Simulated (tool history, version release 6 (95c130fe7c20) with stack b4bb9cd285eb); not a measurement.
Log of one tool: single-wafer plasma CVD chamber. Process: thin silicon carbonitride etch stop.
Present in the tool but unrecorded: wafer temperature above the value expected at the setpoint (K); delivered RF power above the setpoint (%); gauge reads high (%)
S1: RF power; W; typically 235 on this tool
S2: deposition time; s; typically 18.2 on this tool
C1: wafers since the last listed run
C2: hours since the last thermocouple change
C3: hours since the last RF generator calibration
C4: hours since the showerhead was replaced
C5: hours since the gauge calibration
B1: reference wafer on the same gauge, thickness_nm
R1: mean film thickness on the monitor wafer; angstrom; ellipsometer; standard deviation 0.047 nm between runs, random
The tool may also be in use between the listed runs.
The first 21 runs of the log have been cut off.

run 22 day=76.75 | S1=270 S2=16.4 | C1=4871 C2=182.2 C3=391.9 C4=577.7 C5=861.6 | B1=8.502 | R1=92.62
run 23 day=78.567 | S1=235 S2=18.2 | C1=2145 C2=225.8 C3=435.5 C4=621.3 C5=905.2 | B1=8.506 | R1=96.89
run 24 day=82.854 | S1=235 S2=18.2 | C1=5063 C2=328.7 C3=538.4 C4=724.2 C5=1008.1 | B1=8.501 | R1=96.05
run 25 day=84.742 | S1=265 S2=16.7 | C1=2229 C2=374 C3=583.7 C4=769.5 C5=1053.4 | B1=8.501 | R1=93.58
-- day=87.375 RF generator calibrated, repeated, since the last time left the tool worse
run 26 day=87.396 | S1=270 S2=15.6 | C1=2740 C2=437.7 C3=0.5 C4=833.2 C5=1117.1 | B1=8.506 | R1=92.34
run 27 day=89.546 | S1=235 S2=18.2 | C1=2539 C2=489.3 C3=52.1 C4=884.8 C5=1168.7 | B1=8.496 | R1=101.9
run 28 day=94.025 | S1=235 S2=18.2 | C1=5289 C2=596.8 C3=159.6 C4=992.3 C5=1276.2 | B1=8.498 | R1=100.37
run 29 day=96.162 | S1=220 S2=15.8 | C1=2524 C2=648.1 C3=210.9 C4=1043.6 C5=1327.5 | B1=8.506 | R1=85.54
run 30 day=97.779 | S1=205 S2=21.7 | C1=1909 C2=686.9 C3=249.7 C4=1082.4 C5=1366.3 | B1=8.5 | R1=112.74
run 31 day=100.521 | S1=205 S2=21.2 | C1=3237 C2=752.7 C3=315.5 C4=1148.2 C5=1432.1 | B1=8.506 | R1=110.01
run 32 day=109.562 | S1=235 S2=18.2 | C1=10678 C2=969.7 C3=532.5 C4=1365.2 C5=1649.1 | B1=8.503 | R1=100.73
run 33 day=111.833 | S1=210 S2=19.1 | C1=2681 C2=1024.2 C3=587 C4=1419.7 C5=1703.6 | B1=8.496 | R1=100.35

Branching from run 33: 3 alternative next runs. What would each branch give?
run A day=111.85 | S1=235 S2=17.1 | C1=19 C2=1024.6 C3=587.4 C4=1420.1 C5=1704 | B1=? | R1=?
run B day=111.85 | S1=280 S2=18.2 | C1=19 C2=1024.6 C3=587.4 C4=1420.1 C5=1704 | B1=? | R1=?
run C day=111.85 | S1=210 S2=21.1 | C1=19 C2=1024.6 C3=587.4 C4=1420.1 C5=1704 | B1=? | R1=?

run=A B1=8.497 R1=94.95
run=B B1=8.497 R1=109.07
run=C B1=8.497 R1=111.16
Take away the tool's hidden state, keep each run's random variation, and the runs would have read:
run=A R1=95.13
run=B R1=109.28
run=C R1=111.37
